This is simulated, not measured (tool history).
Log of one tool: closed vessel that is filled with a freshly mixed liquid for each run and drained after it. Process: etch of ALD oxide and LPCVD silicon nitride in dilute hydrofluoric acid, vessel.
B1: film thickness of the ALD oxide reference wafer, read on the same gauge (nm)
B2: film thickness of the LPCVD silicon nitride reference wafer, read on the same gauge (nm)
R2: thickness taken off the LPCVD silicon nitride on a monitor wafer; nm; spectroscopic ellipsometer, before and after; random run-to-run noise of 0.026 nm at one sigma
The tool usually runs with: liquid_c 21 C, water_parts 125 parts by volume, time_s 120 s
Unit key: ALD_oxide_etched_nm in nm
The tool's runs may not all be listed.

run 1 hour=0 | liquid_c=18 water_parts=155 time_s=120 | B1=40.1 B2=130.403 | ALD_oxide_etched_nm=18.12 R2=0.265
run 2 hour=17.6 | liquid_c=21 water_parts=125 time_s=120 | B1=40.11 B2=130.42 | ALD_oxide_etched_nm=26.16 R2=0.36
run 3 hour=30.4 | liquid_c=21 water_parts=125 time_s=120 | B1=40.16 B2=130.454 | ALD_oxide_etched_nm=26.22 R2=0.363
run 4 hour=46.3 | liquid_c=21 water_parts=125 time_s=120 | B1=40.16 B2=130.516 | ALD_oxide_etched_nm=26.13 R2=0.405
run 5 hour=66.5 | liquid_c=21 water_parts=125 time_s=120 | B1=40.19 B2=130.512 | ALD_oxide_etched_nm=26.18 R2=0.42
run 6 hour=85.6 | liquid_c=21 water_parts=75 time_s=145 | B1=40.18 B2=130.586 | ALD_oxide_etched_nm=55.96 R2=0.773
run 7 hour=115.8 | liquid_c=21 water_parts=125 time_s=120 | B1=40.22 B2=130.699 | ALD_oxide_etched_nm=26.18 R2=0.418
run 8 hour=150.7 | liquid_c=21 water_parts=125 time_s=120 | B1=40.26 B2=130.824 | ALD_oxide_etched_nm=26.26 R2=0.433
-- hour=214.1 thermometer replaced
-- hour=236.8 hydrofluoric acid flow meter replaced
run 9 hour=253.6 | liquid_c=18 water_parts=70 time_s=85 | B1=40.43 B2=131.385 | ALD_oxide_etched_nm=31.25 R2=0.412
run 10 hour=288.9 | liquid_c=21 water_parts=80 time_s=120 | B1=40.51 B2=131.611 | ALD_oxide_etched_nm=43.4 R2=0.624
run 11 hour=315.9 | liquid_c=23.5 water_parts=125 time_s=55 | B1=40.54 B2=131.825 | ALD_oxide_etched_nm=13.41 R2=0.205
run 12 hour=349.8 | liquid_c=17 water_parts=125 time_s=160 | B1=40.6 B2=131.991 | ALD_oxide_etched_nm=30.06 R2=0.371
run 13 hour=379 | liquid_c=21 water_parts=155 time_s=120 | B1=40.72 B2=132.265 | ALD_oxide_etched_nm=20.67 R2=0.283
run 14 hour=402.9 | liquid_c=21 water_parts=100 time_s=55 | B1=40.76 B2=132.486 | ALD_oxide_etched_nm=15.64 R2=0.226
run 15 hour=422.2 | liquid_c=23.5 water_parts=110 time_s=75 | B1=40.76 B2=132.595 | ALD_oxide_etched_nm=21.1 R2=0.32
run 16 hour=436.9 | liquid_c=21 water_parts=185 time_s=120 | B1=40.86 B2=132.713 | ALD_oxide_etched_nm=16.91 R2=0.236
run 17 hour=470.8 | liquid_c=21 water_parts=125 time_s=120 | B1=40.95 B2=133.046 | ALD_oxide_etched_nm=26.77 R2=0.384
-- hour=479.3 gauge calibrated
run 18 hour=562 | liquid_c=21 water_parts=125 time_s=55 | B1=40.04 B2=130.174 | ALD_oxide_etched_nm=11.98 R2=0.187
run 19 hour=591.5 | liquid_c=21 water_parts=125 time_s=120 | B1=40.03 B2=130.222 | ALD_oxide_etched_nm=26.19 R2=0.43
run 20 hour=612.5 | liquid_c=25 water_parts=175 time_s=100 | B1=40.08 B2=130.246 | ALD_oxide_etched_nm=17.1 R2=0.287
run 21 hour=631.4 | liquid_c=22.5 water_parts=80 time_s=120 | B1=40.07 B2=130.313 | ALD_oxide_etched_nm=45.75 R2=0.645
run 22 hour=658.1 | liquid_c=17 water_parts=125 time_s=170 | B1=40.16 B2=130.37 | ALD_oxide_etched_nm=31.57 R2=0.407
run 23 hour=685.1 | liquid_c=26 water_parts=155 time_s=120 | B1=40.11 B2=130.466 | ALD_oxide_etched_nm=24.75 R2=0.433
-- hour=700 hydrofluoric acid flow meter replaced
run 24 hour=702.4 | liquid_c=23 water_parts=70 time_s=95 | B1=40.2 B2=130.478 | ALD_oxide_etched_nm=42.75 R2=0.637
run 25 hour=724.7 | liquid_c=18.5 water_parts=95 time_s=160 | B1=40.18 B2=130.625 | ALD_oxide_etched_nm=42.77 R2=0.552
run 26 hour=739.6 | liquid_c=17 water_parts=170 time_s=90 | B1=40.22 B2=130.69 | ALD_oxide_etched_nm=11.73 R2=0.168

Pick out some run-to-run changes in ALD_oxide_etched_nm. Of each, how much would a tool without hidden state show as well, from the settings, what came in and chance, and how much is left for the hidden state and any gauge scatter not in both results compared?
Hidden state at play: liquid hotter than its thermometer reads (K); hydrofluoric acid flow below the setpoint (%); gauge reads high (%).
Run 10 -> 11: liquid_c 21 -> 23.5, water_parts 80 -> 125, time_s 120 -> 55. ALD_oxide_etched_nm -29.99 nm: hidden state -0.34, all else -29.65.
Run 17 -> 18: time_s 120 -> 55, gauge calibrated. ALD_oxide_etched_nm -14.79 nm: hidden state -0.59, all else -14.2.
Run 25 -> 26: liquid_c 18.5 -> 17, water_parts 95 -> 170, time_s 160 -> 90. ALD_oxide_etched_nm -31.04 nm: hidden state -0.14, all else -30.9.

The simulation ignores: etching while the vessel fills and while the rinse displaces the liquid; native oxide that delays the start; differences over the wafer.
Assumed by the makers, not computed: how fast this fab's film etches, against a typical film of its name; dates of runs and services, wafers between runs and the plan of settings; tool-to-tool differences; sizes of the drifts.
